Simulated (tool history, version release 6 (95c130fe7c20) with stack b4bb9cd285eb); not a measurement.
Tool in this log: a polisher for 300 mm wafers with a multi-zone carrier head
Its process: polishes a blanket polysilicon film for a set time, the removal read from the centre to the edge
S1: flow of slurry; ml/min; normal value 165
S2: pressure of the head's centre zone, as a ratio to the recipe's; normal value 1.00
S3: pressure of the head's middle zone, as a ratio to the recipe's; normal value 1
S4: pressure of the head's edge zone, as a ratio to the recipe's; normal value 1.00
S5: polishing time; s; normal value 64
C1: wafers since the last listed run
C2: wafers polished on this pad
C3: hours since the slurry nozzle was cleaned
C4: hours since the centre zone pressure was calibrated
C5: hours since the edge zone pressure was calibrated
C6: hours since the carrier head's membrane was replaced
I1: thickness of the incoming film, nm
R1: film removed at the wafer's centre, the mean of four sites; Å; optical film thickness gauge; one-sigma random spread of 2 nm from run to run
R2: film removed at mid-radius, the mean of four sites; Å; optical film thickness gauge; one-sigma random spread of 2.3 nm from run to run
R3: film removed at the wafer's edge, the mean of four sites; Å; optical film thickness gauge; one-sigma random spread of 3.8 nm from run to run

run	day	S1	S2	S3	S4	S5	C1	C2	C3	C4	C5	C6	I1	R1	R2	R3
1	0.000	125	1.02	1	1.00	64	0	165	280.7	295.1	605.9	88.6	2290.5	2568	2521	2607
2	3.904	125	1.02	1	1.00	64	950	1116	374.4	388.8	699.6	182.3	2282.3	2598	2522	2642
# day 5.121: slurry nozzle cleaned
3	6.808	125	1.02	1	1.00	64	697	1813	40.5	458.5	769.3	252.0	2278.2	2672	2554	2680
4	9.883	210	1.00	1	0.91	64	748	2562	114.3	532.3	843.1	325.8	2272.2	2813	2800	2701
# day 10.725: worn pad replaced by a new one
5	13.108	210	1.00	1	0.91	64	744	580	191.7	609.7	920.5	403.2	2284.8	2820	2729	2748
# day 14.683: centre zone pressure recalibrated
6	15.162	165	1.03	1	1.00	64	479	1060	241.0	11.5	969.8	452.5	2273.7	2823	2609	2721
7	17.629	165	1.03	1	1.00	64	600	1661	300.2	70.7	1029.0	511.7	2315.1	2804	2615	2622
8	20.421	165	1.00	1	1.00	64	679	2340	367.2	137.7	1096.0	578.7	2308.0	2679	2650	2659
# day 21.762: worn pad replaced by a new one
# day 22.342: slurry nozzle cleaned
9	24.096	165	1.00	1	1.00	64	844	558	42.1	225.9	1184.2	666.9	2314.6	2764	2669	2685
# day 27.562: carrier head's membrane replaced by a new one
10	27.933	165	1.00	1	1.00	64	883	1441	134.2	318.0	1276.3	8.9	2293.5	2714	2637	2733
11	30.575	165	1.00	1	1.00	64	643	2085	197.6	381.4	1339.7	72.3	2301.3	2717	2634	2764
12	33.329	135	1.03	1	1.00	64	670	2755	263.7	447.5	1405.8	138.4	2300.6	2667	2495	2592
# day 34.671: edge zone pressure recalibrated
# day 35.425: worn pad replaced by a new one
13	37.404	165	1.00	1	1.00	64	931	481	361.5	545.3	65.6	236.2	2334.8	2684	2629	2714
# day 40.504: slurry nozzle cleaned
# day 41.592: centre zone pressure recalibrated
14	41.612	205	1.00	1	1.00	78	994	1476	26.6	0.5	166.6	337.2	2304.9	3478	3462	3456
15	43.467	165	1.00	1	1.00	56	451	1927	71.1	45.0	211.1	381.7	2311.1	2409	2354	2435
16	45.475	110	1.00	1	1.00	64	489	2416	119.3	93.2	259.3	429.9	2309.9	2548	2475	2512
# day 46.654: worn pad replaced by a new one
17	49.488	165	0.94	1	1.00	64	936	690	215.6	189.5	355.6	526.2	2284.5	2568	2665	2705
18	51.008	165	1.07	1	1.00	50	370	1060	252.1	226.0	392.1	562.7	2279.1	2259	2067	2081
19	52.696	165	1.00	1	1.00	64	410	1471	292.6	266.5	432.6	603.2	2276.8	2714	2610	2747
20	54.696	165	1.00	1	1.11	44	487	1958	340.6	314.5	480.6	651.2	2310.7	1877	1796	1958
# day 55.083: carrier head's membrane replaced by a new one
# day 56.171: slurry nozzle cleaned
# day 57.425: worn pad replaced by a new one
21	58.854	165	1.00	1	1.00	64	911	348	64.4	414.3	580.4	90.5	2327.9	2770	2711	2708

Run 22, settings as shown, results not yet in. Your forecast:
22	63.146	210	1.00	1	1.00	64	1045	1393	167.4	517.3	683.4	193.5	2301.1	?	?	?

{"run 22": {"R1": 2814, "R2": 2772, "R3": 2836}}
On a tool with no hidden condition, and with the same random variation, this run would have come out at R1 2878 Å, R2 2829 Å, R3 2879 Å.

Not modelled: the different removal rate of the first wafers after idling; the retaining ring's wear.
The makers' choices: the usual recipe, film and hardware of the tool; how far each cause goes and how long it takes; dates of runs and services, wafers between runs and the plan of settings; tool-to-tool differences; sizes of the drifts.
